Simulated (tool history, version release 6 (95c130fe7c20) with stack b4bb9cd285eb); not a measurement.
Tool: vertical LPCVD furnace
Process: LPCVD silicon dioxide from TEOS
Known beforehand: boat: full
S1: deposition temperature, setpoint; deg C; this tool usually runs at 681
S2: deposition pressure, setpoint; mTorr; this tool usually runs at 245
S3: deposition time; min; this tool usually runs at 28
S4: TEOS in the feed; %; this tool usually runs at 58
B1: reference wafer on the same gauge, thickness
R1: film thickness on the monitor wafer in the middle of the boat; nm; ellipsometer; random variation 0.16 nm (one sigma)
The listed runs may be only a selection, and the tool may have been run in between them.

| run | hour | S1 | S2 | S3 | S4 | B1 | R1 |
|---|---|---|---|---|---|---|---|
| 1 | 0 | 681 | 245 | 28 | 58 | 129 | 114.35 |
| 2 | 34.8 | 681 | 245 | 28 | 58 | 129.01 | 114.05 |
| 3 | 43.4 | 681 | 245 | 28 | 58 | 128.99 | 114.33 |
|  | 51.5 | gauge calibrated |
| 4 | 61 | 681 | 245 | 28 | 58 | 129 | 114.43 |
|  | 91.1 | TEOS flow controller replaced |
|  | 105.1 | pressure gauge zeroed |
| 5 | 105.6 | 681 | 205 | 28 | 58 | 129.03 | 104.62 |
| 6 | 109.3 | 681 | 245 | 28 | 58 | 129.03 | 114.88 |
| 7 | 113.1 | 681 | 245 | 28 | 58 | 128.99 | 114.13 |
| 8 | 116.9 | 681 | 245 | 33 | 58 | 129 | 135.31 |
| 9 | 125.9 | 688 | 245 | 28 | 48 | 128.97 | 123.14 |
|  | 151.3 | thermocouples replaced and temperature profile calibrated |
| 10 | 151.8 | 681 | 245 | 28 | 54 | 128.99 | 106.05 |
| 11 | 160 | 670 | 245 | 28 | 53 | 129.03 | 80.01 |

For run 12, what comes out?
|  | 177.3 | gauge calibrated |
| 12 | 201.1 | 681 | 245 | 28 | 58 | ? | ? |

Run 12 came out at B1 129, R1 109.7 nm.
Minus the tool's unlogged condition, the same run would have read R1 107.61 nm.
